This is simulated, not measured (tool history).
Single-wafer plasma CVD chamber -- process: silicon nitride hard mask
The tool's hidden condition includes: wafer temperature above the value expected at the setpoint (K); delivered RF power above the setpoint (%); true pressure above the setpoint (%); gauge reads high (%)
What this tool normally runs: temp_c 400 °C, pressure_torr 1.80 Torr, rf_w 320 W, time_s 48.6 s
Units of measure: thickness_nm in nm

run   hour  temp_c  pressure_torr  rf_w  time_s  wafers since the last listed run  hours since the last thermocouple change  hours since the last RF generator calibration  hours since the last manometer calibration  hours since the showerhead was replaced  hours since the gauge calibration  read-back reference wafer on the same gauge, thickness_nm  thickness_nm
  1    0.0     400           2.06   320    48.6                                 0                                    1632.6                                         1328.8                                      2483.0                                   4267.9                              324.2                                                     45.906        53.021
  2   35.0     400           1.61   320    48.6                               900                                    1667.6                                         1363.8                                      2518.0                                   4302.9                              359.2                                                     45.896        47.816
  3   47.2     400           1.61   320    48.6                               313                                    1679.8                                         1376.0                                      2530.2                                   4315.1                              371.4                                                     45.873        47.791
  4   64.1     400           1.61   320    48.6                               434                                    1696.7                                         1392.9                                      2547.1                                   4332.0                              388.3                                                     45.872        47.835
  5   76.9     400           1.80   320    48.6                               329                                    1709.5                                         1405.7                                      2559.9                                   4344.8                              401.1                                                     45.857        50.215
  6   95.8     400           1.80   320    48.6                               486                                    1728.4                                         1424.6                                      2578.8                                   4363.7                              420.0                                                     45.868        50.352
     124.2  -- thermocouple changed; heater temperature recalibrated
     126.3  -- capacitance manometer re-zeroed and calibrated
  7  126.8     400           1.46   320    48.6                               538                                       2.6                                         1455.6                                         0.5                                   4394.7                              451.0                                                     45.916        47.996
  8  150.3     400           1.46   320    48.6                               604                                      26.1                                         1479.1                                        24.0                                   4418.2                              474.5                                                     45.886        48.045
  9  167.4     397           1.80   320    48.6                               439                                      43.2                                         1496.2                                        41.1                                   4435.3                              491.6                                                     45.949        52.693
 10  195.1     400           1.80   320    48.6                               712                                      70.9                                         1523.9                                        68.8                                   4463.0                              519.3                                                     45.940        52.484
 11  226.2     400           1.43   365    54.0                               799                                     102.0                                         1555.0                                        99.9                                   4494.1                              550.4                                                     45.911        56.265
 12  258.5     400           1.80   365    48.6                               830                                     134.3                                         1587.3                                       132.2                                   4526.4                              582.7                                                     45.873        56.238
 13  272.9     400           1.80   320    48.6                               370                                     148.7                                         1601.7                                       146.6                                   4540.8                              597.1                                                     45.901        52.901
 14  285.5     400           2.01   320    48.6                               324                                     161.3                                         1614.3                                       159.2                                   4553.4                              609.7                                                     45.879        54.741
 15  306.9     400           2.15   345    48.6                               550                                     182.7                                         1635.7                                       180.6                                   4574.8                              631.1                                                     45.899        58.228
 16  323.1     388           1.80   280    55.7                               416                                     198.9                                         1651.9                                       196.8                                   4591.0                              647.3                                                     45.867        57.032
     368.1  -- gauge calibrated
 17  386.6     400           1.80   320    48.6                              1633                                     262.4                                         1715.4                                       260.3                                   4654.5                               18.5                                                     45.899        52.737
 18  408.4     390           1.47   285    53.0                               560                                     284.2                                         1737.2                                       282.1                                   4676.3                               40.3                                                     45.906        49.873
 19  434.1     390           1.47   285    53.0                               661                                     309.9                                         1762.9                                       307.8                                   4702.0                               66.0                                                     45.886        49.662
 20  457.7     400           1.80   320    48.6                               607                                     333.5                                         1786.5                                       331.4                                   4725.6                               89.6                                                     45.907        52.657
     469.8  -- RF generator calibrated
     472.3  -- showerhead replaced
 21  473.1     400           2.04   265    48.6                               125                                     348.9                                            3.3                                       346.8                                      0.8                              105.0                                                     45.895        52.124
 22  497.5     406           1.80   320    41.8                               627                                     373.3                                           27.7                                       371.2                                     25.2                              129.4                                                     45.922        46.905
 23  527.6     400           1.92   380    48.6                               774                                     403.4                                           57.8                                       401.3                                     55.3                              159.5                                                     45.905        60.586
 24  553.0     392           1.54   320    48.6                               653                                     428.8                                           83.2                                       426.7                                     80.7                              184.9                                                     45.917        51.176
 25  565.1     400           1.80   285    48.6                               311                                     440.9                                           95.3                                       438.8                                     92.8                              197.0                                                     45.891        51.309
 26  578.9     400           1.80   320    54.1                               354                                     454.7                                          109.1                                       452.6                                    106.6                              210.8                                                     45.854        60.463
 27  607.3     412           1.80   300    48.6                               730                                     483.1                                          137.5                                       481.0                                    135.0                              239.2                                                     45.906        52.313
 28  648.2     395           1.80   320    54.8                              1052                                     524.0                                          178.4                                       521.9                                    175.9                              280.1                                                     45.866        61.314
 29  683.5     400           1.80   320    43.2                               907                                     559.3                                          213.7                                       557.2                                    211.2                              315.4                                                     45.893        48.044

What if the next run were any one of these 4? Each begins from the tool's condition after run 29:
  A  683.9     400           1.80   320    48.6                                10                                     559.7                                          214.1                                       557.6                                    211.6                              315.8                                                          ?             ?
  B  683.9     388           1.80   365    42.0                                10                                     559.7                                          214.1                                       557.6                                    211.6                              315.8                                                          ?             ?
  C  683.9     413           1.54   320    48.6                                10                                     559.7                                          214.1                                       557.6                                    211.6                              315.8                                                          ?             ?
  D  683.9     389           2.10   350    48.6                                10                                     559.7                                          214.1                                       557.6                                    211.6                              315.8                                                          ?             ?

run  read-back reference wafer on the same gauge, thickness_nm  thickness_nm
  A                                                     45.969        54.093
  B                                                     45.969        50.044
  C                                                     45.969        50.385
  D                                                     45.969        59.997
With the hidden condition removed and each run's random variation left untouched, the same runs would have given:
run  thickness_nm
  A        54.708
  B        50.587
  C        50.957
  D        60.648

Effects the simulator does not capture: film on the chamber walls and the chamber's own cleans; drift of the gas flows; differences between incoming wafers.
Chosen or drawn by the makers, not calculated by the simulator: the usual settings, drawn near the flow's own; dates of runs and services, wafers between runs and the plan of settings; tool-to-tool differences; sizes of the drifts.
